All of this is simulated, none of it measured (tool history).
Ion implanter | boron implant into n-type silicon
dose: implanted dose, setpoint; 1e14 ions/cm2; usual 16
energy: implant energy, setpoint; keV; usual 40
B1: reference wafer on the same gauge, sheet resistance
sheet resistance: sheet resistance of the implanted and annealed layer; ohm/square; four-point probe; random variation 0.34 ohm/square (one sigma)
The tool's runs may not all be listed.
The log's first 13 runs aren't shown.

run 14 day=43.958 | dose=14.2 energy=40 | B1=75.44 | sheet_resistance=88.45
run 15 day=45.667 | dose=13.39 energy=45 | B1=75.39 | sheet_resistance=91.71
run 16 day=48.329 | dose=13.39 energy=45 | B1=75.33 | sheet_resistance=92.01
run 17 day=52.725 | dose=13.39 energy=45 | B1=75.21 | sheet_resistance=91.74
run 18 day=54.975 | dose=13.71 energy=44 | B1=75.21 | sheet_resistance=89.64
run 19 day=56.512 | dose=17.47 energy=46 | B1=75.13 | sheet_resistance=76.22
run 20 day=60.538 | dose=16 energy=40 | B1=74.97 | sheet_resistance=80.79
run 21 day=63.996 | dose=13.59 energy=30 | B1=74.87 | sheet_resistance=91.89
run 22 day=66.1 | dose=17.23 energy=40 | B1=74.86 | sheet_resistance=77.27
-- day=71.804 extraction supply calibrated
run 23 day=73.958 | dose=11.23 energy=29 | B1=74.69 | sheet_resistance=104.14
run 24 day=77.254 | dose=11.87 energy=40 | B1=74.55 | sheet_resistance=99.16
run 25 day=79.442 | dose=16 energy=40 | B1=74.61 | sheet_resistance=80.09
run 26 day=83.796 | dose=19.46 energy=27 | B1=74.44 | sheet_resistance=73.57
run 27 day=86.621 | dose=18.36 energy=46 | B1=74.31 | sheet_resistance=72.24
run 28 day=90.121 | dose=16 energy=40 | B1=74.24 | sheet_resistance=80.26
run 29 day=94.146 | dose=13.93 energy=40 | B1=74.14 | sheet_resistance=87.64
run 30 day=98.175 | dose=16 energy=32.5 | B1=74.01 | sheet_resistance=80.56
run 31 day=101.5 | dose=16 energy=40 | B1=73.98 | sheet_resistance=80.1
run 32 day=103.725 | dose=16 energy=40 | B1=73.86 | sheet_resistance=79.2
run 33 day=106.142 | dose=16 energy=44.5 | B1=73.8 | sheet_resistance=78.56
run 34 day=109.633 | dose=11.61 energy=36 | B1=73.73 | sheet_resistance=100.9
run 35 day=112.846 | dose=19.56 energy=31.5 | B1=73.74 | sheet_resistance=71.41
run 36 day=115.108 | dose=11.42 energy=45.5 | B1=73.64 | sheet_resistance=101.22
-- day=116.304 Faraday cup replaced and dose calibrated
run 37 day=118.588 | dose=16 energy=49.5 | B1=73.45 | sheet_resistance=78.89

Forecast each of these 4 alternatives for the next run:
run A day=118.604 | dose=19.87 energy=40 | B1=? | sheet_resistance=?
run B day=118.604 | dose=16 energy=48 | B1=? | sheet_resistance=?
run C day=118.604 | dose=18.68 energy=40 | B1=? | sheet_resistance=?
run D day=118.604 | dose=20.68 energy=40 | B1=? | sheet_resistance=?

run=A B1=73.48 sheet_resistance=68.85
run=B B1=73.48 sheet_resistance=78.83
run=C B1=73.48 sheet_resistance=71.57
run=D B1=73.48 sheet_resistance=67.17
Without the tool's hidden state the same runs would have given:
run=A sheet_resistance=71.28
run=B sheet_resistance=81.61
run=C sheet_resistance=74.09
run=D sheet_resistance=69.55
